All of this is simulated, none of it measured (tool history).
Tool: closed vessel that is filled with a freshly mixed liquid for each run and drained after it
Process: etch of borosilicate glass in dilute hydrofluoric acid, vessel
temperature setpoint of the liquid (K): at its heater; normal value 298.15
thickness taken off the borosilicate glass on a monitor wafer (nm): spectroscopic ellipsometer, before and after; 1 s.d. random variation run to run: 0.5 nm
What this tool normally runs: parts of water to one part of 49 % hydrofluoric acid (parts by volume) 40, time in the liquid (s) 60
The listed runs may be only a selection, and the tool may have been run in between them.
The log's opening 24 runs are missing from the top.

run,hour,temperature setpoint of the liquid (K),parts of water to one part of 49 % hydrofluoric acid (parts by volume),time in the liquid (s),"read-back film thickness of the borosilicate glass reference wafer, read on the same gauge (nm)",thickness taken off the borosilicate glass on a monitor wafer (nm)
25,679.7,300.15,60,50,40,44.49
26,762.7,303.15,50,60,40,72.51
27,797.1,298.15,40,60,40.01,76.59
28,816,301.15,55,45,39.99,45.93
29,837.4,298.15,40,60,40.02,76.3
30,869,301.15,30,95,40,182.99
31,884.5,298.15,40,60,39.99,74.84
32,906.5,293.65,40,70,39.97,73.29
33,919.5,298.15,25,30,39.98,61.6

Here are 4 independent what-if runs from the current tool condition. What would each one return?
A,920.2,298.15,40,60,?,?
B,920.2,298.15,40,95,?,?
C,920.2,298.15,55,60,?,?
D,920.2,302.65,30,30,?,?

run,"read-back film thickness of the borosilicate glass reference wafer, read on the same gauge (nm)",thickness taken off the borosilicate glass on a monitor wafer (nm)
A,40,74.36
B,40,117.74
C,40,52.99
D,40,60.41
Without the tool's unlogged condition, the same runs would have read:
run,thickness taken off the borosilicate glass on a monitor wafer (nm)
A,74.36
B,117.74
C,52.99
D,60.41
